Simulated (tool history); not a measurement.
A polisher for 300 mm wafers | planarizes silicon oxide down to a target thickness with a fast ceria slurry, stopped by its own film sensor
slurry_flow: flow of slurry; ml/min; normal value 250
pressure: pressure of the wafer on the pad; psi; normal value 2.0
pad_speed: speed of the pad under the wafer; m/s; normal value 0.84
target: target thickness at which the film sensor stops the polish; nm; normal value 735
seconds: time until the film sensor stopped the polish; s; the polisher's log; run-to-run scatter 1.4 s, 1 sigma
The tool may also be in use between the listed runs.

run	hour	slurry_flow	pressure	pad_speed	target	incoming thickness of the incoming film, nm	seconds
1	0.0	250	2.0	0.84	735	1497.5	96.0
# hour 4.8: slurry nozzle cleaned
2	20.8	250	2.0	0.84	735	1498.4	93.7
3	45.1	210	2.0	0.84	735	1491.4	94.4
4	134.6	210	2.0	0.84	735	1499.8	93.9
5	155.7	210	2.0	0.84	735	1489.8	96.1
6	172.9	250	2.0	0.66	735	1490.4	123.8
7	200.2	250	2.0	0.84	630	1490.3	110.2
8	229.1	250	2.0	0.84	630	1500.1	109.1
# hour 235.4: worn pad replaced by a new one
9	246.9	250	2.0	0.84	630	1485.7	107.8
10	266.1	250	2.0	0.84	735	1481.1	95.2
# hour 268.4: slurry nozzle cleaned
11	280.5	250	2.0	0.84	735	1477.8	90.8
12	310.5	250	2.0	0.84	735	1500.9	93.4
13	325.5	250	2.0	0.84	735	1472.6	89.2
14	343.7	250	2.0	0.84	735	1470.1	89.1
# hour 366.2: head pressure recalibrated
15	377.1	290	2.6	1.08	632	1516.7	65.7
16	400.8	250	2.0	0.84	735	1497.2	93.9
17	435.6	250	2.0	1.08	735	1480.7	74.7
# hour 450.0: worn pad replaced by a new one
18	450.5	250	2.3	0.84	735	1521.9	85.5
19	464.2	315	1.4	1.02	926	1530.7	88.3
20	476.6	220	2.0	0.84	630	1491.3	112.6
21	503.0	250	2.0	0.68	735	1490.0	118.7
22	529.3	290	2.3	0.96	604	1509.2	87.0
# hour 544.9: slurry nozzle cleaned
23	547.5	335	2.0	0.84	645	1477.5	96.3
24	571.8	250	2.0	0.84	735	1500.4	92.3
25	584.3	250	2.3	0.66	735	1514.5	106.6
26	598.0	250	2.0	0.66	735	1490.9	116.4
27	615.3	250	2.0	0.84	735	1488.3	91.8
28	634.7	250	2.4	0.84	887	1487.1	62.1
# hour 663.4: worn pad replaced by a new one
29	663.9	250	1.7	0.84	560	1511.8	139.0

Run 30 is up next; what results do you expect?
30	695.5	315	1.7	0.72	735	1500.7	?

seconds: 129.9 s
With the hidden condition absent and the run-to-run variation left alone, this run would have shown seconds 126.5 s.
